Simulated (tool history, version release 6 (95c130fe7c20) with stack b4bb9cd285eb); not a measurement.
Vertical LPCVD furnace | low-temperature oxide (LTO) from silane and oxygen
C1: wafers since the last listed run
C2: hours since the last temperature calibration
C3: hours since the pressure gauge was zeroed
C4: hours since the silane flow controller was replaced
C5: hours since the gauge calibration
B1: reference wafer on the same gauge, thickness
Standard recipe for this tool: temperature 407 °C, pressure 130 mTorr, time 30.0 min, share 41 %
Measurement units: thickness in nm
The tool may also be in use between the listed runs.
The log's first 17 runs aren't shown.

At day 34.062: silane flow controller replaced.
Run 18, day 34.112: usual settings but temperature 419 °C, pressure 160 mTorr, time 33.5 min; C1 298; C2 281.0; C3 2936.0; C4 1.2; C5 351.3; B1 195.93. Result: thickness 280.45 nm.
Run 19, day 36.292: usual settings; C1 1060; C2 333.3; C3 2988.3; C4 53.5; C5 403.6; B1 196.39. Result: thickness 178.55 nm.
Run 20, day 37.983: usual settings but pressure 100 mTorr, share 45 %; C1 823; C2 373.9; C3 3028.9; C4 94.1; C5 444.2; B1 196.35. Result: thickness 151.30 nm.
Run 21, day 40.162: usual settings but time 40.0 min, share 37 %; C1 1060; C2 426.2; C3 3081.2; C4 146.4; C5 496.5; B1 195.95. Result: thickness 208.52 nm.
At day 42.938: pressure gauge zeroed.
Run 22, day 42.958: usual settings but temperature 396 °C, pressure 105 mTorr, time 19.0 min, share 48 %; C1 874; C2 493.3; C3 0.5; C4 213.5; C5 563.6; B1 195.97. Result: thickness 95.44 nm.
Run 23, day 45.058: usual settings but temperature 399 °C, time 19.5 min; C1 1022; C2 543.7; C3 50.9; C4 263.9; C5 614.0; B1 196.17. Result: thickness 107.15 nm.
Run 24, day 47.358: usual settings but temperature 412 °C; C1 1119; C2 598.9; C3 106.1; C4 319.1; C5 669.2; B1 196.43. Result: thickness 188.05 nm.
Run 25, day 50.100: usual settings but pressure 160 mTorr; C1 1334; C2 664.7; C3 171.9; C4 384.9; C5 735.0; B1 196.05. Result: thickness 219.75 nm.
Run 26, day 52.021: usual settings but temperature 397 °C, pressure 100 mTorr; C1 934; C2 710.8; C3 218.0; C4 431.0; C5 781.1; B1 196.53. Result: thickness 122.67 nm.
Run 27, day 53.817: usual settings but temperature 402 °C, pressure 140 mTorr; C1 874; C2 753.9; C3 261.1; C4 474.1; C5 824.2; B1 196.57. Result: thickness 183.28 nm.
Run 28, day 56.633: usual settings; C1 1370; C2 821.5; C3 328.7; C4 541.7; C5 891.8; B1 196.12. Result: thickness 178.68 nm.
Run 29, day 58.892: usual settings but pressure 155 mTorr, time 36.0 min; C1 1099; C2 875.7; C3 382.9; C4 595.9; C5 946.0; B1 195.74. Result: thickness 255.99 nm.

Predict the results of run 30:
Run 30, day 60.212: usual settings but temperature 414 °C, pressure 100 mTorr; C1 642; C2 907.4; C3 414.6; C4 627.6; C5 977.7; B1 ?. Result: thickness ?.

{"run 30": {"B1": 196.18, "thickness": 148.53}}
Had the tool carried no hidden state, the very same run would have given thickness 147.28 nm.

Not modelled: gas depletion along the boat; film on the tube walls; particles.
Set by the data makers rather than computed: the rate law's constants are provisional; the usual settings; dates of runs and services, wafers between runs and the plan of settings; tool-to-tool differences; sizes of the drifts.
